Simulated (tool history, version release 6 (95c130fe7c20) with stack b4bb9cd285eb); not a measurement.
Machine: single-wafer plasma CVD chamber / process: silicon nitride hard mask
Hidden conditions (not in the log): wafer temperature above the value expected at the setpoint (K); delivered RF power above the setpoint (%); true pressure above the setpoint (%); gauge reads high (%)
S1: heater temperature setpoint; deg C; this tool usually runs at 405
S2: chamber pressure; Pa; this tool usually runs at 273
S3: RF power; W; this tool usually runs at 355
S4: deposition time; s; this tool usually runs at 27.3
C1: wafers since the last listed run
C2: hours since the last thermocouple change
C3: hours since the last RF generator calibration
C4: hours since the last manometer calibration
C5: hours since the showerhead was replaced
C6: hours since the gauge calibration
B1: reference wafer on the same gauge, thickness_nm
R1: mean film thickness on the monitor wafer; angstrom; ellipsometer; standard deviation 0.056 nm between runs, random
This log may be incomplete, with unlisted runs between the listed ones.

| run | hour | S1 | S2 | S3 | S4 | C1 | C2 | C3 | C4 | C5 | C6 | B1 | R1 |
|---|---|---|---|---|---|---|---|---|---|---|---|---|---|
| 1 | 0 | 405 | 273 | 355 | 27.3 | 0 | 2582 | 1081.9 | 1204.6 | 3976.7 | 45.9 | 31.101 | 355.55 |
| 2 | 15.5 | 405 | 273 | 355 | 27.3 | 206 | 2597.5 | 1097.4 | 1220.1 | 3992.2 | 61.4 | 31.111 | 355.32 |
| 3 | 30.7 | 405 | 228 | 355 | 27.3 | 202 | 2612.7 | 1112.6 | 1235.3 | 4007.4 | 76.6 | 31.114 | 335.39 |
| 4 | 41.7 | 405 | 273 | 355 | 27.3 | 146 | 2623.7 | 1123.6 | 1246.3 | 4018.4 | 87.6 | 31.082 | 354.38 |
| 5 | 52.7 | 405 | 273 | 355 | 27.3 | 146 | 2634.7 | 1134.6 | 1257.3 | 4029.4 | 98.6 | 31.117 | 353.84 |
|  | 68 | RF generator calibrated |
|  | 70.7 | gauge calibrated |
|  | 74.5 | thermocouple changed; heater temperature recalibrated |
| 6 | 75 | 396 | 273 | 355 | 27.3 | 104 | 0.5 | 7 | 1279.6 | 4051.7 | 4.3 | 31.094 | 374.27 |
| 7 | 76 | 396 | 273 | 355 | 27.3 | 13 | 1.5 | 8 | 1280.6 | 4052.7 | 5.3 | 31.113 | 375.77 |
| 8 | 84 | 396 | 273 | 355 | 27.3 | 106 | 9.5 | 16 | 1288.6 | 4060.7 | 13.3 | 31.092 | 375.94 |
|  | 101.8 | showerhead replaced |
| 9 | 102.3 | 398 | 319 | 355 | 27.3 | 137 | 27.8 | 34.3 | 1306.9 | 0.5 | 31.6 | 31.103 | 391.75 |
| 10 | 114.9 | 392 | 325 | 355 | 23.5 | 167 | 40.4 | 46.9 | 1319.5 | 13.1 | 44.2 | 31.113 | 340.12 |
| 11 | 125.6 | 405 | 273 | 355 | 27.3 | 142 | 51.1 | 57.6 | 1330.2 | 23.8 | 54.9 | 31.107 | 373.59 |
|  | 133.7 | capacitance manometer re-zeroed and calibrated |
| 12 | 138.6 | 405 | 273 | 355 | 27.3 | 66 | 64.1 | 70.6 | 4.9 | 36.8 | 67.9 | 31.134 | 372.89 |
| 13 | 147.7 | 405 | 273 | 355 | 27.3 | 121 | 73.2 | 79.7 | 14 | 45.9 | 77 | 31.088 | 373.41 |
| 14 | 158.8 | 405 | 273 | 415 | 27.3 | 147 | 84.3 | 90.8 | 25.1 | 57 | 88.1 | 31.118 | 408.63 |
| 15 | 175.7 | 417 | 273 | 290 | 27.3 | 225 | 101.2 | 107.7 | 42 | 73.9 | 105 | 31.098 | 327.6 |
| 16 | 191.9 | 413 | 273 | 330 | 30.9 | 215 | 117.4 | 123.9 | 58.2 | 90.1 | 121.2 | 31.087 | 402.22 |

State the hidden condition of the tool at each of the runs:
wafer temperature above the value expected at the setpoint (K): 0 in every run
true pressure above the setpoint (%): 0 in every run
gauge reads high (%): 0 in every run
H1: delivered RF power above the setpoint (%)
| run | H1 |
|---|---|
| 1 | -8.95 |
| 2 | -9.07 |
| 3 | -9.18 |
| 4 | -9.27 |
| 5 | -9.35 |
| 6 | -0.897 |
| 7 | -0.905 |
| 8 | -0.965 |
| 9 | -1.1 |
| 10 | -1.2 |
| 11 | -1.28 |
| 12 | -1.38 |
| 13 | -1.45 |
| 14 | -1.53 |
| 15 | -1.66 |
| 16 | -1.78 |
